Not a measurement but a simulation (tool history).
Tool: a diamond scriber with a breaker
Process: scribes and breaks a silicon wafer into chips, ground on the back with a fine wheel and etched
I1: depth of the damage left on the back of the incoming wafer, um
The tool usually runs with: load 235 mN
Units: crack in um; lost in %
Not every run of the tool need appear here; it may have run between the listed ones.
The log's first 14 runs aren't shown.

Run 15, hour 1482.5: usual settings; I1 0.37. Result: crack 9.23 um, lost 2.69 %.
Run 16, hour 1567.4: usual settings; I1 0.65. Result: crack 9.2 um, lost 2.87 %.
Run 17, hour 1631.5: usual settings; I1 0.57. Result: crack 9.13 um, lost 2.83 %.
At hour 1637.6: diamond tip replaced by a new one.
Run 18, hour 1702.2: usual settings but load 206 mN; I1 0.44. Result: crack 8.63 um, lost 5.26 %.
At hour 1740.8: load on the tip recalibrated.
Run 19, hour 1765.9: usual settings but load 302 mN; I1 0.5. Result: crack 11.45 um, lost 4.07 %.
Run 20, hour 1812.8: usual settings but load 286 mN; I1 0.57. Result: crack 10.75 um, lost 2.64 %.
Run 21, hour 1895.1: usual settings; I1 0.66. Result: crack 9.66 um, lost 2.08 %.
Run 22, hour 1986.4: usual settings but load 280 mN; I1 0.57. Result: crack 10.2 um, lost 1.85 %.
Run 23, hour 2124.5: usual settings but load 267 mN; I1 0.6. Result: crack 9.66 um, lost 1.72 %.
Run 24, hour 2169.5: usual settings but load 278 mN; I1 0.5. Result: crack 10.29 um, lost 1.72 %.
Run 25, hour 2218.5: usual settings; I1 0.32. Result: crack 9.12 um, lost 2.49 %.
At hour 2264.4: diamond tip replaced by a new one.
Run 26, hour 2267.5: usual settings; I1 0.36. Result: crack 9.08 um, lost 2.67 %.
Run 27, hour 2346.4: usual settings but load 187 mN; I1 0.54. Result: crack 8.32 um, lost 7.57 %.
Run 28, hour 2473.6: usual settings but load 296 mN; I1 0.51. Result: crack 10.17 um, lost 1.93 %.
Run 29, hour 2541.9: usual settings but load 170 mN; I1 0.44. Result: crack 7.66 um, lost 10.73 %.

Run 30 is up next; what results do you expect?
At hour 2564.3: load on the tip recalibrated.
Run 30, hour 2585.3: usual settings but load 304 mN; I1 0.56. Result: crack ?, lost ?.

{"run 30": {"crack": 11.22, "lost": 4.89}}
If the tool had no hidden condition, the same run with the same run-to-run variation would have returned crack 11.17 um, lost 4.7 %.
